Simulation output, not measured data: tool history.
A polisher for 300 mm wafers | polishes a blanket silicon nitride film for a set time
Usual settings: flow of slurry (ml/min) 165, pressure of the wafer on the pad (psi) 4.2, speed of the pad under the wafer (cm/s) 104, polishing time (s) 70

| run | hour | flow of slurry (ml/min) | pressure of the wafer on the pad (psi) | speed of the pad under the wafer (cm/s) | polishing time (s) | wafers since the last listed run | wafers polished on this pad | hours since the slurry nozzle was cleaned | hours since the head pressure was calibrated | incoming thickness of the incoming film, nm | film removed (nm) |
|---|---|---|---|---|---|---|---|---|---|---|---|
| 1 | 0.0 | 165 | 4.2 | 118 | 59 | 0 | 4138 | 610.0 | 893.9 | 420.0 | 113.3 |
|  | 85.6 | worn pad replaced by a new one |
| 2 | 163.1 | 165 | 4.2 | 118 | 59 | 1845 | 899 | 773.1 | 1057.0 | 425.2 | 105.1 |
|  | 175.0 | head pressure recalibrated |
|  | 178.1 | slurry nozzle cleaned |
| 3 | 217.8 | 165 | 4.2 | 104 | 70 | 599 | 1498 | 39.7 | 42.8 | 426.3 | 112.3 |
| 4 | 280.2 | 165 | 4.2 | 104 | 70 | 723 | 2222 | 102.1 | 105.2 | 418.7 | 109.0 |
| 5 | 346.8 | 165 | 4.2 | 104 | 70 | 772 | 2995 | 168.7 | 171.8 | 419.5 | 108.7 |
| 6 | 381.8 | 165 | 4.2 | 104 | 70 | 405 | 3401 | 203.7 | 206.8 | 418.4 | 109.3 |
| 7 | 418.6 | 165 | 4.2 | 104 | 70 | 426 | 3828 | 240.5 | 243.6 | 414.9 | 108.2 |
|  | 464.4 | worn pad replaced by a new one, repeated, since the last time left the tool worse |
| 8 | 488.5 | 165 | 5.3 | 104 | 70 | 764 | 279 | 310.4 | 313.5 | 421.6 | 152.7 |
| 9 | 526.0 | 165 | 4.2 | 104 | 70 | 434 | 714 | 347.9 | 351.0 | 413.5 | 129.2 |
| 10 | 576.0 | 165 | 4.2 | 104 | 70 | 579 | 1294 | 397.9 | 401.0 | 421.0 | 125.1 |
| 11 | 631.6 | 165 | 5.4 | 112 | 70 | 644 | 1938 | 453.5 | 456.6 | 422.0 | 164.2 |
| 12 | 697.9 | 165 | 5.4 | 112 | 70 | 769 | 2708 | 519.8 | 522.9 | 419.4 | 159.7 |
| 13 | 722.8 | 165 | 4.2 | 104 | 70 | 288 | 2996 | 544.7 | 547.8 | 419.8 | 124.1 |
| 14 | 786.3 | 125 | 4.2 | 104 | 70 | 736 | 3733 | 608.2 | 611.3 | 421.9 | 119.2 |
| 15 | 822.8 | 125 | 4.2 | 104 | 70 | 423 | 4156 | 644.7 | 647.8 | 417.9 | 116.4 |
| 16 | 891.9 | 145 | 4.2 | 138 | 50 | 801 | 4958 | 713.8 | 716.9 | 428.8 | 106.1 |
|  | 898.6 | slurry nozzle cleaned |
| 17 | 931.0 | 165 | 3.2 | 104 | 70 | 441 | 5400 | 32.4 | 756.0 | 423.2 | 98.3 |
| 18 | 981.6 | 165 | 4.2 | 132 | 82 | 586 | 5987 | 83.0 | 806.6 | 422.5 | 172.4 |
|  | 992.7 | worn pad replaced by a new one |
| 19 | 1027.7 | 165 | 4.2 | 104 | 70 | 488 | 405 | 129.1 | 852.7 | 422.7 | 128.0 |
| 20 | 1056.1 | 165 | 5.1 | 84 | 70 | 329 | 734 | 157.5 | 881.1 | 423.0 | 124.0 |
| 21 | 1112.4 | 205 | 5.1 | 104 | 93 | 653 | 1388 | 213.8 | 937.4 | 417.6 | 196.9 |
| 22 | 1180.1 | 110 | 3.1 | 94 | 50 | 785 | 2173 | 281.5 | 1005.1 | 420.1 | 60.7 |
|  | 1219.7 | head pressure recalibrated |
| 23 | 1242.4 | 195 | 3.8 | 130 | 84 | 699 | 2872 | 343.8 | 22.7 | 424.5 | 169.4 |
| 24 | 1285.3 | 220 | 3.5 | 104 | 70 | 497 | 3370 | 386.7 | 65.6 | 417.9 | 111.7 |
| 25 | 1409.0 | 165 | 4.2 | 84 | 49 | 1434 | 4805 | 510.4 | 189.3 | 418.4 | 71.5 |
| 26 | 1471.8 | 165 | 4.2 | 104 | 60 | 728 | 5533 | 573.2 | 252.1 | 416.5 | 104.6 |
|  | 1511.1 | worn pad replaced by a new one |
| 27 | 1511.6 | 165 | 4.2 | 104 | 70 | 415 | 6 | 613.0 | 291.9 | 420.6 | 128.0 |
|  | 1513.2 | slurry nozzle cleaned |
| 28 | 1555.4 | 165 | 4.2 | 104 | 70 | 496 | 502 | 42.2 | 335.7 | 415.4 | 127.6 |
| 29 | 1613.1 | 165 | 5.5 | 104 | 70 | 669 | 1171 | 99.9 | 393.4 | 419.6 | 158.0 |
| 30 | 1647.4 | 130 | 5.7 | 70 | 93 | 397 | 1569 | 134.2 | 427.7 | 413.6 | 150.2 |
| 31 | 1703.9 | 200 | 3.2 | 80 | 82 | 655 | 2225 | 190.7 | 484.2 | 424.8 | 100.1 |
| 32 | 1747.4 | 105 | 4.2 | 130 | 70 | 504 | 2729 | 234.2 | 527.7 | 416.4 | 133.6 |
| 33 | 1785.3 | 165 | 4.2 | 104 | 70 | 439 | 3169 | 272.1 | 565.6 | 421.3 | 123.9 |
| 34 | 1811.1 | 205 | 2.8 | 68 | 54 | 299 | 3468 | 297.9 | 591.4 | 424.0 | 53.0 |
| 35 | 1842.4 | 215 | 3.1 | 86 | 86 | 363 | 3831 | 329.2 | 622.7 | 413.2 | 108.2 |
| 36 | 1886.8 | 165 | 4.8 | 140 | 70 | 515 | 4346 | 373.6 | 667.1 | 420.4 | 172.7 |
| 37 | 1952.8 | 130 | 5.2 | 122 | 62 | 765 | 5112 | 439.6 | 733.1 | 417.6 | 137.5 |
| 38 | 2021.2 | 210 | 5.2 | 90 | 89 | 793 | 5905 | 508.0 | 801.5 | 422.8 | 165.8 |

Forecast each of these 3 alternatives for the next run:
| A | 2021.6 | 165 | 4.2 | 104 | 70 | 4 | 5910 | 508.4 | 801.9 | 414.2 | ? |
| B | 2021.6 | 140 | 4.2 | 104 | 70 | 4 | 5910 | 508.4 | 801.9 | 414.2 | ? |
| C | 2021.6 | 165 | 3.3 | 104 | 70 | 4 | 5910 | 508.4 | 801.9 | 414.2 | ? |

| run | film removed (nm) |
|---|---|
| A | 118.5 |
| B | 115.3 |
| C | 99.3 |
Without the tool's hidden state the same runs would have given:
| run | film removed (nm) |
|---|---|
| A | 127.3 |
| B | 123.9 |
| C | 106.7 |
